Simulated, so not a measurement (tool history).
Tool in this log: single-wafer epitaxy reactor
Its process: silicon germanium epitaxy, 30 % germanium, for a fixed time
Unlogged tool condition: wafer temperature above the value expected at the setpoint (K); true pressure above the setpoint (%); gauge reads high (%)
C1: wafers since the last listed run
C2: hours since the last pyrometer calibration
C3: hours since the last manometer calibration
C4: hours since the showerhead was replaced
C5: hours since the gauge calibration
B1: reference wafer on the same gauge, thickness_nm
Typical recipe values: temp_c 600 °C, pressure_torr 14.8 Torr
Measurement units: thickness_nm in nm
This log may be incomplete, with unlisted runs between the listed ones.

run 1 day=0.000 | temp_c=600 pressure_torr=12.1 | C1=0 C2=1714.4 C3=2544.2 C4=3577.5 C5=354.9 | B1=60.526 | thickness_nm=44.553
run 2 day=0.438 | temp_c=600 pressure_torr=14.8 | C1=285 C2=1724.9 C3=2554.7 C4=3588.0 C5=365.4 | B1=60.655 | thickness_nm=47.248
run 3 day=0.925 | temp_c=603 pressure_torr=14.8 | C1=318 C2=1736.6 C3=2566.4 C4=3599.7 C5=377.1 | B1=60.675 | thickness_nm=49.976
run 4 day=1.429 | temp_c=600 pressure_torr=14.8 | C1=329 C2=1748.7 C3=2578.5 C4=3611.8 C5=389.2 | B1=60.543 | thickness_nm=46.851
run 5 day=2.079 | temp_c=600 pressure_torr=14.8 | C1=424 C2=1764.3 C3=2594.1 C4=3627.4 C5=404.8 | B1=60.577 | thickness_nm=47.323
run 6 day=2.346 | temp_c=600 pressure_torr=14.8 | C1=174 C2=1770.7 C3=2600.5 C4=3633.8 C5=411.2 | B1=60.581 | thickness_nm=47.054
run 7 day=2.958 | temp_c=600 pressure_torr=14.8 | C1=400 C2=1785.4 C3=2615.2 C4=3648.5 C5=425.9 | B1=60.593 | thickness_nm=47.130
run 8 day=3.258 | temp_c=600 pressure_torr=13.1 | C1=196 C2=1792.6 C3=2622.4 C4=3655.7 C5=433.1 | B1=60.622 | thickness_nm=45.515
run 9 day=3.650 | temp_c=600 pressure_torr=13.1 | C1=255 C2=1802.0 C3=2631.8 C4=3665.1 C5=442.5 | B1=60.610 | thickness_nm=45.280
run 10 day=4.271 | temp_c=600 pressure_torr=13.1 | C1=405 C2=1816.9 C3=2646.7 C4=3680.0 C5=457.4 | B1=60.510 | thickness_nm=45.708
-- day=4.367 gauge calibrated
run 11 day=4.892 | temp_c=600 pressure_torr=14.8 | C1=405 C2=1831.8 C3=2661.6 C4=3694.9 C5=12.6 | B1=60.668 | thickness_nm=46.673
run 12 day=5.246 | temp_c=600 pressure_torr=14.8 | C1=231 C2=1840.3 C3=2670.1 C4=3703.4 C5=21.1 | B1=60.701 | thickness_nm=47.161
run 13 day=5.804 | temp_c=609 pressure_torr=14.8 | C1=364 C2=1853.7 C3=2683.5 C4=3716.8 C5=34.5 | B1=60.611 | thickness_nm=56.187
run 14 day=7.162 | temp_c=596 pressure_torr=13.2 | C1=887 C2=1886.3 C3=2716.1 C4=3749.4 C5=67.1 | B1=60.532 | thickness_nm=41.845
run 15 day=7.562 | temp_c=595 pressure_torr=14.8 | C1=261 C2=1895.9 C3=2725.7 C4=3759.0 C5=76.7 | B1=60.596 | thickness_nm=42.563
run 16 day=7.912 | temp_c=585 pressure_torr=18.1 | C1=228 C2=1904.3 C3=2734.1 C4=3767.4 C5=85.1 | B1=60.625 | thickness_nm=37.163
run 17 day=8.404 | temp_c=593 pressure_torr=17.8 | C1=321 C2=1916.1 C3=2745.9 C4=3779.2 C5=96.9 | B1=60.592 | thickness_nm=43.270
-- day=8.942 capacitance manometer re-zeroed and calibrated
run 18 day=8.967 | temp_c=609 pressure_torr=11.7 | C1=149 C2=1929.6 C3=0.6 C4=3792.7 C5=110.4 | B1=60.659 | thickness_nm=51.931
-- day=9.417 showerhead replaced
run 19 day=9.538 | temp_c=600 pressure_torr=14.8 | C1=155 C2=1943.3 C3=14.3 C4=2.9 C5=124.1 | B1=60.678 | thickness_nm=46.926
run 20 day=9.908 | temp_c=593 pressure_torr=17.9 | C1=242 C2=1952.2 C3=23.2 C4=11.8 C5=133.0 | B1=60.653 | thickness_nm=43.385
run 21 day=10.517 | temp_c=600 pressure_torr=14.8 | C1=397 C2=1966.8 C3=37.8 C4=26.4 C5=147.6 | B1=60.623 | thickness_nm=46.770
run 22 day=11.054 | temp_c=591 pressure_torr=16.6 | C1=351 C2=1979.7 C3=50.7 C4=39.3 C5=160.5 | B1=60.557 | thickness_nm=40.795
-- day=11.925 pyrometer calibrated
run 23 day=13.188 | temp_c=600 pressure_torr=14.8 | C1=1176 C2=30.3 C3=101.9 C4=90.5 C5=211.7 | B1=60.593 | thickness_nm=52.948
run 24 day=13.629 | temp_c=611 pressure_torr=16.8 | C1=288 C2=40.9 C3=112.5 C4=101.1 C5=222.3 | B1=60.637 | thickness_nm=67.431
run 25 day=14.096 | temp_c=605 pressure_torr=12.9 | C1=304 C2=52.1 C3=123.7 C4=112.3 C5=233.5 | B1=60.548 | thickness_nm=55.663
run 26 day=14.446 | temp_c=606 pressure_torr=14.8 | C1=228 C2=60.5 C3=132.1 C4=120.7 C5=241.9 | B1=60.678 | thickness_nm=59.115
run 27 day=14.988 | temp_c=611 pressure_torr=14.8 | C1=353 C2=73.5 C3=145.1 C4=133.7 C5=254.9 | B1=60.657 | thickness_nm=64.468
run 28 day=15.596 | temp_c=607 pressure_torr=14.8 | C1=397 C2=88.1 C3=159.7 C4=148.3 C5=269.5 | B1=60.622 | thickness_nm=59.708
run 29 day=16.292 | temp_c=600 pressure_torr=14.8 | C1=454 C2=104.8 C3=176.4 C4=165.0 C5=286.2 | B1=60.645 | thickness_nm=52.683
run 30 day=16.650 | temp_c=604 pressure_torr=14.8 | C1=234 C2=113.4 C3=185.0 C4=173.6 C5=294.8 | B1=60.656 | thickness_nm=56.015
run 31 day=16.983 | temp_c=610 pressure_torr=16.3 | C1=217 C2=121.4 C3=193.0 C4=181.6 C5=302.8 | B1=60.521 | thickness_nm=65.134
run 32 day=17.279 | temp_c=600 pressure_torr=14.8 | C1=193 C2=128.5 C3=200.1 C4=188.7 C5=309.9 | B1=60.667 | thickness_nm=52.445
run 33 day=17.575 | temp_c=594 pressure_torr=14.8 | C1=193 C2=135.6 C3=207.2 C4=195.8 C5=317.0 | B1=60.518 | thickness_nm=46.423
run 34 day=18.267 | temp_c=607 pressure_torr=12.2 | C1=451 C2=152.2 C3=223.8 C4=212.4 C5=333.6 | B1=60.598 | thickness_nm=56.084

Predict each of these 5 candidate next runs independently; none follows another, all start after run 34:
run A day=18.283 | temp_c=600 pressure_torr=14.8 | C1=10 C2=152.6 C3=224.2 C4=212.8 C5=334.0 | B1=? | thickness_nm=?
run B day=18.283 | temp_c=600 pressure_torr=17.8 | C1=10 C2=152.6 C3=224.2 C4=212.8 C5=334.0 | B1=? | thickness_nm=?
run C day=18.283 | temp_c=614 pressure_torr=14.8 | C1=10 C2=152.6 C3=224.2 C4=212.8 C5=334.0 | B1=? | thickness_nm=?
run D day=18.283 | temp_c=612 pressure_torr=13.6 | C1=10 C2=152.6 C3=224.2 C4=212.8 C5=334.0 | B1=? | thickness_nm=?
run E day=18.283 | temp_c=585 pressure_torr=16.6 | C1=10 C2=152.6 C3=224.2 C4=212.8 C5=334.0 | B1=? | thickness_nm=?

run=A B1=60.602 thickness_nm=52.339
run=B B1=60.602 thickness_nm=55.407
run=C B1=60.602 thickness_nm=68.234
run=D B1=60.602 thickness_nm=64.092
run=E B1=60.602 thickness_nm=40.391
Without the tool's hidden state the same runs would have given:
run=A thickness_nm=53.092
run=B thickness_nm=56.204
run=C thickness_nm=69.183
run=D thickness_nm=64.988
run=E thickness_nm=40.994

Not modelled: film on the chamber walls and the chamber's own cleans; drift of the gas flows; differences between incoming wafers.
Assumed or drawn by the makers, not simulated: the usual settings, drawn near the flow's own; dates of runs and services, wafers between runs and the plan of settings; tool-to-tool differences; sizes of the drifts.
